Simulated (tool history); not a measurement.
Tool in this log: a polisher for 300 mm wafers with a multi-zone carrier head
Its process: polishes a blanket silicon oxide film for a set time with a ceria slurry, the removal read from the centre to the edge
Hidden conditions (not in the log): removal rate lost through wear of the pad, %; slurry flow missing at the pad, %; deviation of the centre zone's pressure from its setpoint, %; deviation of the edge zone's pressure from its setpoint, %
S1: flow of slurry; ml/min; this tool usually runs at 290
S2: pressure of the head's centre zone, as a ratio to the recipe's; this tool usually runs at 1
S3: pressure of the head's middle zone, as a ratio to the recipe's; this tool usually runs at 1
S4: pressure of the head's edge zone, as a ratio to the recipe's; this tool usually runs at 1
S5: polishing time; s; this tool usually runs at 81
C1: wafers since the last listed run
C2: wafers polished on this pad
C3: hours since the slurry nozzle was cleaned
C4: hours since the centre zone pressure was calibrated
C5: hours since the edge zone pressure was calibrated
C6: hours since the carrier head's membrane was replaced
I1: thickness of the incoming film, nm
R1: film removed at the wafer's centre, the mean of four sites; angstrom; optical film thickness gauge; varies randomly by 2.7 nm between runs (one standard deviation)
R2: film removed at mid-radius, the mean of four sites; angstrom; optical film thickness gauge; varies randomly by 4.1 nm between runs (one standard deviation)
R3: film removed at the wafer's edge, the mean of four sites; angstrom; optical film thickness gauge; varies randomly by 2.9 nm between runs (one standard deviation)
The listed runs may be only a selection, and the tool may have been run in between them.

Run 1, hour 0: usual settings; C1 0; C2 686; C3 529.4; C4 96.4; C5 597.5; C6 1565.5; I1 1140.6. Result: R1 3455 angstrom, R2 3351 angstrom, R3 3514 angstrom.
Run 2, hour 29.7: usual settings; C1 190; C2 877; C3 559.1; C4 126.1; C5 627.2; C6 1595.2; I1 1144.7. Result: R1 3488 angstrom, R2 3368 angstrom, R3 3396 angstrom.
Run 3, hour 59.2: usual settings but S5 64 s; C1 189; C2 1066; C3 588.6; C4 155.6; C5 656.7; C6 1624.7; I1 1171.5. Result: R1 2714 angstrom, R2 2659 angstrom, R3 2667 angstrom.
At hour 68: worn pad replaced by a new one.
Run 4, hour 77.6: usual settings but S5 60 s; C1 92; C2 61; C3 607; C4 174; C5 675.1; C6 1643.1; I1 1140.7. Result: R1 2736 angstrom, R2 2631 angstrom, R3 2707 angstrom.
Run 5, hour 94.1: usual settings but S2 0.89, S3 0.91, S4 0.95, S5 64 s; C1 106; C2 167; C3 623.5; C4 190.5; C5 691.6; C6 1659.6; I1 1162.5. Result: R1 2567 angstrom, R2 2573 angstrom, R3 2765 angstrom.
Run 6, hour 129.4: usual settings but S2 0.91, S3 0.93, S4 0.96; C1 226; C2 394; C3 658.8; C4 225.8; C5 726.9; C6 1694.9; I1 1132.4. Result: R1 3275 angstrom, R2 3268 angstrom, R3 3502 angstrom.
At hour 137.1: edge zone pressure recalibrated.
Run 7, hour 143.6: usual settings but S2 1.05, S3 0.91, S4 1.06; C1 78; C2 472; C3 673; C4 240; C5 6.5; C6 1709.1; I1 1167.4. Result: R1 3755 angstrom, R2 3298 angstrom, R3 3611 angstrom.
Run 8, hour 170.2: usual settings but S2 0.9, S4 1.08; C1 170; C2 643; C3 699.6; C4 266.6; C5 33.1; C6 1735.7; I1 1158.3. Result: R1 3175 angstrom, R2 3400 angstrom, R3 3548 angstrom.
At hour 173.4: slurry nozzle cleaned.
At hour 197.7: carrier head's membrane replaced by a new one.
Run 9, hour 204.2: usual settings but S4 1.1, S5 104 s; C1 179; C2 823; C3 30.8; C4 300.6; C5 67.1; C6 6.5; I1 1132.8. Result: R1 4523 angstrom, R2 4389 angstrom, R3 4656 angstrom.
Run 10, hour 231.7: usual settings; C1 176; C2 1000; C3 58.3; C4 328.1; C5 94.6; C6 34; I1 1131.7. Result: R1 3506 angstrom, R2 3358 angstrom, R3 3487 angstrom.
At hour 257.7: worn pad replaced by a new one.
Run 11, hour 264.7: usual settings but S2 1.04; C1 186; C2 44; C3 91.3; C4 361.1; C5 127.6; C6 67; I1 1139.1. Result: R1 3826 angstrom, R2 3552 angstrom, R3 3691 angstrom.
Run 12, hour 295.8: usual settings but S2 1.07, S3 1.12, S5 61 s; C1 199; C2 244; C3 122.4; C4 392.2; C5 158.7; C6 98.1; I1 1151.3. Result: R1 2899 angstrom, R2 2901 angstrom, R3 2679 angstrom.
Run 13, hour 310.4: usual settings; C1 93; C2 338; C3 137; C4 406.8; C5 173.3; C6 112.7; I1 1165.1. Result: R1 3526 angstrom, R2 3492 angstrom, R3 3515 angstrom.
Run 14, hour 342.4: usual settings; C1 205; C2 544; C3 169; C4 438.8; C5 205.3; C6 144.7; I1 1156.4. Result: R1 3530 angstrom, R2 3434 angstrom, R3 3509 angstrom.
Run 15, hour 360.6: usual settings but S5 61 s; C1 116; C2 661; C3 187.2; C4 457; C5 223.5; C6 162.9; I1 1147.2. Result: R1 2680 angstrom, R2 2593 angstrom, R3 2636 angstrom.
Run 16, hour 386.4: usual settings but S2 0.96, S5 68 s; C1 165; C2 827; C3 213; C4 482.8; C5 249.3; C6 188.7; I1 1162. Result: R1 2834 angstrom, R2 2889 angstrom, R3 2911 angstrom.
Run 17, hour 401.3: usual settings but S3 0.89, S4 0.92; C1 95; C2 922; C3 227.9; C4 497.7; C5 264.2; C6 203.6; I1 1146.4. Result: R1 3547 angstrom, R2 3145 angstrom, R3 3277 angstrom.
Run 18, hour 420.2: usual settings but S1 385 ml/min; C1 121; C2 1044; C3 246.8; C4 516.6; C5 283.1; C6 222.5; I1 1171.8. Result: R1 3624 angstrom, R2 3569 angstrom, R3 3563 angstrom.
Run 19, hour 449.5: usual settings but S1 320 ml/min, S2 1.11, S3 0.92; C1 188; C2 1232; C3 276.1; C4 545.9; C5 312.4; C6 251.8; I1 1137.3. Result: R1 3943 angstrom, R2 3209 angstrom, R3 3511 angstrom.
At hour 468.1: worn pad replaced by a new one.
Run 20, hour 469.6: usual settings; C1 103; C2 9; C3 296.2; C4 566; C5 332.5; C6 271.9; I1 1150.3. Result: R1 3640 angstrom, R2 3555 angstrom, R3 3661 angstrom.
Run 21, hour 485: usual settings but S3 0.93, S5 109 s; C1 98; C2 108; C3 311.6; C4 581.4; C5 347.9; C6 287.3; I1 1149.4. Result: R1 4953 angstrom, R2 4419 angstrom, R3 4792 angstrom.
Run 22, hour 511.6: usual settings but S4 0.89; C1 170; C2 279; C3 338.2; C4 608; C5 374.5; C6 313.9; I1 1163.1. Result: R1 3553 angstrom, R2 3496 angstrom, R3 3348 angstrom.

4 options for the next run, each taken on its own from the tool as it stands now. Forecast them:
Run A, hour 512: usual settings; C1 2; C2 282; C3 338.6; C4 608.4; C5 374.9; C6 314.3; I1 1152. Result: R1 ?, R2 ?, R3 ?.
Run B, hour 512: usual settings but S1 345 ml/min, S4 1.1, S5 72 s; C1 2; C2 282; C3 338.6; C4 608.4; C5 374.9; C6 314.3; I1 1152. Result: R1 ?, R2 ?, R3 ?.
Run C, hour 512: usual settings but S1 345 ml/min, S2 0.93, S4 0.93, S5 69 s; C1 2; C2 282; C3 338.6; C4 608.4; C5 374.9; C6 314.3; I1 1152. Result: R1 ?, R2 ?, R3 ?.
Run D, hour 512: usual settings but S1 360 ml/min, S2 1.04, S4 1.07; C1 2; C2 282; C3 338.6; C4 608.4; C5 374.9; C6 314.3; I1 1152. Result: R1 ?, R2 ?, R3 ?.

run    R1    R2    R3
  A  3616  3514  3599
  B  3269  3171  3380
  C  2912  3041  3006
  D  3840  3579  3765
What these runs would have given with no unlogged condition in the tool:
run    R1    R2    R3
  A  3754  3648  3737
  B  3394  3292  3510
  C  3023  3157  3121
  D  3987  3716  3909
